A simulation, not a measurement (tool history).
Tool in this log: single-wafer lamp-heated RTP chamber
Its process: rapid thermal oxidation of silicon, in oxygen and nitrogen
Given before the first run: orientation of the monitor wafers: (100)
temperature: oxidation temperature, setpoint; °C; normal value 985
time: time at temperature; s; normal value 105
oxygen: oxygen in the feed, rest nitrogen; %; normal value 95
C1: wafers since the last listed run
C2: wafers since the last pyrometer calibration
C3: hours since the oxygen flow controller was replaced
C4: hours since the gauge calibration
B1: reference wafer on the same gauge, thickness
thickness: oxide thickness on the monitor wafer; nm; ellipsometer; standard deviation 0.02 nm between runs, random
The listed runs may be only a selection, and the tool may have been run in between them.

run 1 hour=0 | temperature=985 time=135 oxygen=95 | C1=0 C2=2937 C3=3429.5 C4=163 | B1=7.412 | thickness=8.035
run 2 hour=23.5 | temperature=985 time=135 oxygen=95 | C1=142 C2=3080 C3=3453 C4=186.5 | B1=7.417 | thickness=7.989
run 3 hour=39.3 | temperature=985 time=105 oxygen=95 | C1=96 C2=3176 C3=3468.8 C4=202.3 | B1=7.403 | thickness=7.154
run 4 hour=54.9 | temperature=977 time=105 oxygen=95 | C1=94 C2=3271 C3=3484.4 C4=217.9 | B1=7.412 | thickness=6.771
run 5 hour=86.8 | temperature=985 time=105 oxygen=95 | C1=193 C2=3465 C3=3516.3 C4=249.8 | B1=7.413 | thickness=7.223
run 6 hour=108.5 | temperature=985 time=105 oxygen=95 | C1=131 C2=3597 C3=3538 C4=271.5 | B1=7.407 | thickness=7.199
run 7 hour=133.4 | temperature=985 time=105 oxygen=95 | C1=151 C2=3748 C3=3562.9 C4=296.4 | B1=7.407 | thickness=7.232
run 8 hour=148.1 | temperature=985 time=105 oxygen=73 | C1=89 C2=3838 C3=3577.6 C4=311.1 | B1=7.411 | thickness=6.605
run 9 hour=167.8 | temperature=985 time=105 oxygen=95 | C1=119 C2=3958 C3=3597.3 C4=330.8 | B1=7.403 | thickness=7.233
run 10 hour=186.9 | temperature=985 time=105 oxygen=95 | C1=116 C2=4074 C3=3616.4 C4=349.9 | B1=7.402 | thickness=7.237
run 11 hour=213.2 | temperature=985 time=105 oxygen=95 | C1=159 C2=4234 C3=3642.7 C4=376.2 | B1=7.412 | thickness=7.273
run 12 hour=231.7 | temperature=985 time=105 oxygen=95 | C1=112 C2=4346 C3=3661.2 C4=394.7 | B1=7.4 | thickness=7.291
run 13 hour=254.7 | temperature=985 time=105 oxygen=95 | C1=139 C2=4486 C3=3684.2 C4=417.7 | B1=7.411 | thickness=7.235
-- hour=274.6 gauge calibrated
-- hour=292.9 oxygen flow controller replaced
-- hour=299 pyrometer window cleaned and pyrometer calibrated
run 14 hour=313 | temperature=985 time=127 oxygen=75 | C1=268 C2=84 C3=20.1 C4=38.4 | B1=7.421 | thickness=7.096
run 15 hour=347.4 | temperature=985 time=105 oxygen=73 | C1=209 C2=294 C3=54.5 C4=72.8 | B1=7.418 | thickness=6.476
run 16 hour=379.5 | temperature=985 time=105 oxygen=95 | C1=195 C2=489 C3=86.6 C4=104.9 | B1=7.416 | thickness=7.099
run 17 hour=399.1 | temperature=985 time=53 oxygen=71 | C1=119 C2=608 C3=106.2 C4=124.5 | B1=7.408 | thickness=4.757
run 18 hour=424.3 | temperature=963 time=148 oxygen=98 | C1=153 C2=761 C3=131.4 C4=149.7 | B1=7.412 | thickness=7.067

What does the tool deliver on the next run?
run 19 hour=449.6 | temperature=994 time=118 oxygen=79 | C1=153 C2=915 C3=156.7 C4=175 | B1=? | thickness=?

{"run 19": {"B1": 7.411, "thickness": 7.466}}
The same run, on a tool lacking any hidden state, would have yielded thickness 7.432 nm.

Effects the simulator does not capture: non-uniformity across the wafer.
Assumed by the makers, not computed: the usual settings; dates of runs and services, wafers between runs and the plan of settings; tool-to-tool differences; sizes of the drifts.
